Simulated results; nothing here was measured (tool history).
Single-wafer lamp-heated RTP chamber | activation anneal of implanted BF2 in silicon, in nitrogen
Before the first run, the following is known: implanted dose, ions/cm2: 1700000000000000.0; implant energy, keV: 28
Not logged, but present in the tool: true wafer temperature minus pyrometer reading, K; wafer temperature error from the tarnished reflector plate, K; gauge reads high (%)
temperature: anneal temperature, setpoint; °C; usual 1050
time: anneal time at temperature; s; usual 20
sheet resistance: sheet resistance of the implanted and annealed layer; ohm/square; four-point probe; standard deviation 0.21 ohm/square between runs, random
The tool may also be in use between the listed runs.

run   hour  temperature  time  wafers since the last listed run  wafers since the last pyrometer calibration  wafers since the reflector plate was cleaned  hours since the gauge calibration  read-back reference wafer on the same gauge, sheet resistance  sheet resistance
  1    0.0         1050    16                                 0                                         2476                                          8592                              592.2                                                          85.97            102.27
      31.8  -- gauge calibrated
  2   32.8         1050    16                               467                                         2943                                          9059                                1.0                                                          86.04            102.30
  3   70.4         1050    20                               535                                         3479                                          9595                               38.6                                                          86.00             98.43
  4  165.0         1050    20                              1348                                         4828                                         10944                              133.2                                                          86.07             97.96
  5  232.7         1050    20                               964                                         5793                                         11909                              200.9                                                          85.96             97.57
  6  277.7         1050    20                               641                                         6434                                         12550                              245.9                                                          85.98             97.06
  7  315.4         1050    20                               537                                         6971                                         13088                              283.6                                                          86.03             96.62
  8  355.8         1050    20                               575                                         7547                                         13663                              324.0                                                          86.01             96.69
     399.2  -- reflector plate cleaned
     407.6  -- pyrometer window cleaned and pyrometer calibrated
  9  419.1         1050    20                               674                                          164                                           168                              387.3                                                          86.04            100.09
 10  464.6         1038    28                               648                                          812                                           817                              432.8                                                          86.00            101.63
 11  533.8         1060    15                               986                                         1799                                          1803                              502.0                                                          86.04             98.39
 12  592.8         1067     9                               840                                         2639                                          2644                              561.0                                                          85.98            102.04
 13  627.3         1063    16                               491                                         3131                                          3136                              595.5                                                          86.04             95.80
 14  656.8         1042    20                               420                                         3552                                          3556                              625.0                                                          86.02            104.37
     695.3  -- gauge calibrated
 15  722.8         1050    20                               940                                         4492                                          4497                               27.5                                                          86.00             99.24
 16  757.6         1059    13                               496                                         4988                                          4993                               62.3                                                          86.02            100.89
 17  808.5         1035     8                               725                                         5714                                          5719                              113.2                                                          85.88            123.27
 18  838.4         1050    20                               426                                         6140                                          6145                              143.1                                                          86.01             98.83
 19  896.5         1074    23                               828                                         6968                                          6973                              201.2                                                          85.99             84.17

3 options for the next run, each taken on its own from the tool as it stands now. Forecast them:
  A  896.9         1050    20                                 5                                         6974                                          6979                              201.6                                                              ?                 ?
  B  896.9         1029    23                                 5                                         6974                                          6979                              201.6                                                              ?                 ?
  C  896.9         1034    16                                 5                                         6974                                          6979                              201.6                                                              ?                 ?

run  read-back reference wafer on the same gauge, sheet resistance  sheet resistance
  A                                                          85.99             98.31
  B                                                          85.99            109.29
  C                                                          85.99            112.16
Had the tool no hidden state, the same runs would have come out as:
run  sheet resistance
  A             99.75
  B            111.00
  C            113.78
